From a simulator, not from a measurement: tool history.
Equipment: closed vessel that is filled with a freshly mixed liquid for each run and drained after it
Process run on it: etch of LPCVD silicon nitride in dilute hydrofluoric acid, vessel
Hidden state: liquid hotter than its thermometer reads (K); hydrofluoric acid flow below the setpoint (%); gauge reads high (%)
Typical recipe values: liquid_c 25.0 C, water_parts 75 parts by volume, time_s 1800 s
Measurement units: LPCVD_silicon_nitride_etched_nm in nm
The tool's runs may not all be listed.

run	hour	liquid_c	water_parts	time_s	wafers since the last listed run	hours since the thermometer was replaced	hours since the hydrofluoric acid flow meter was replaced	hours since the gauge calibration	read-back film thickness of the LPCVD silicon nitride reference wafer, read on the same gauge (nm)	LPCVD_silicon_nitride_etched_nm
1	0.0	25.0	75	1800	0	1233.1	1711.7	81.9	89.96	13.78
2	11.1	25.0	75	1800	256	1244.2	1722.8	93.0	90.03	13.94
3	27.4	25.0	90	1800	376	1260.5	1739.1	109.3	90.00	11.59
4	34.3	25.0	90	1800	159	1267.4	1746.0	116.2	90.05	11.55
5	44.3	25.0	90	1800	231	1277.4	1756.0	126.2	90.00	11.63
6	57.7	25.0	60	1800	309	1290.8	1769.4	139.6	90.01	17.45
7	73.1	25.0	60	1800	355	1306.2	1784.8	155.0	89.99	17.43
8	79.2	22.5	75	1800	140	1312.3	1790.9	161.1	90.03	11.75
9	95.4	22.5	75	1800	374	1328.5	1807.1	177.3	89.98	11.86
# hour 99.0: thermometer replaced
10	104.2	25.0	75	2660	180	5.2	1815.9	186.1	90.01	22.50
11	113.9	23.5	90	2105	224	14.9	1825.6	195.8	90.06	13.47
# hour 121.0: gauge calibrated
12	127.0	25.0	75	1800	302	28.0	1838.7	6.0	90.03	15.15
13	137.3	30.0	90	1800	237	38.3	1849.0	16.3	90.06	17.27
# hour 139.0: thermometer replaced, repeated, since the last time left the tool worse
14	147.4	25.0	40	1800	210	8.4	1859.1	26.4	90.03	23.18
15	161.5	29.5	90	1800	325	22.5	1873.2	40.5	89.96	13.84
16	179.4	22.5	95	1125	413	40.4	1891.1	58.4	90.01	5.17
# hour 181.6: hydrofluoric acid flow meter replaced
17	195.3	28.5	110	2490	344	56.3	13.7	74.3	90.01	14.71
18	206.2	25.0	45	1095	251	67.2	24.6	85.2	90.02	12.60
19	240.5	25.0	75	1035	792	101.5	58.9	119.5	90.03	7.22
20	249.1	25.0	75	1185	198	110.1	67.5	128.1	89.98	8.19
21	260.6	23.5	90	2105	265	121.6	79.0	139.6	89.99	11.03

Consider 4 possible next runs. They are alternatives, not a sequence: every one starts from the tool as it was left by run 21. What does each give?
A	261.8	25.0	85	1800	27	122.8	80.2	140.8	?	?
B	261.8	29.5	45	1800	27	122.8	80.2	140.8	?	?
C	261.8	20.5	100	1800	27	122.8	80.2	140.8	?	?
D	261.8	25.0	40	2485	27	122.8	80.2	140.8	?	?

run	read-back film thickness of the LPCVD silicon nitride reference wafer, read on the same gauge (nm)	LPCVD_silicon_nitride_etched_nm
A	89.99	11.03
B	89.99	27.75
C	89.99	6.97
D	89.99	31.97
The same runs, with their run-to-run variation unchanged, on a tool lacking any hidden condition would have given:
run	LPCVD_silicon_nitride_etched_nm
A	10.80
B	27.17
C	6.81
D	31.27

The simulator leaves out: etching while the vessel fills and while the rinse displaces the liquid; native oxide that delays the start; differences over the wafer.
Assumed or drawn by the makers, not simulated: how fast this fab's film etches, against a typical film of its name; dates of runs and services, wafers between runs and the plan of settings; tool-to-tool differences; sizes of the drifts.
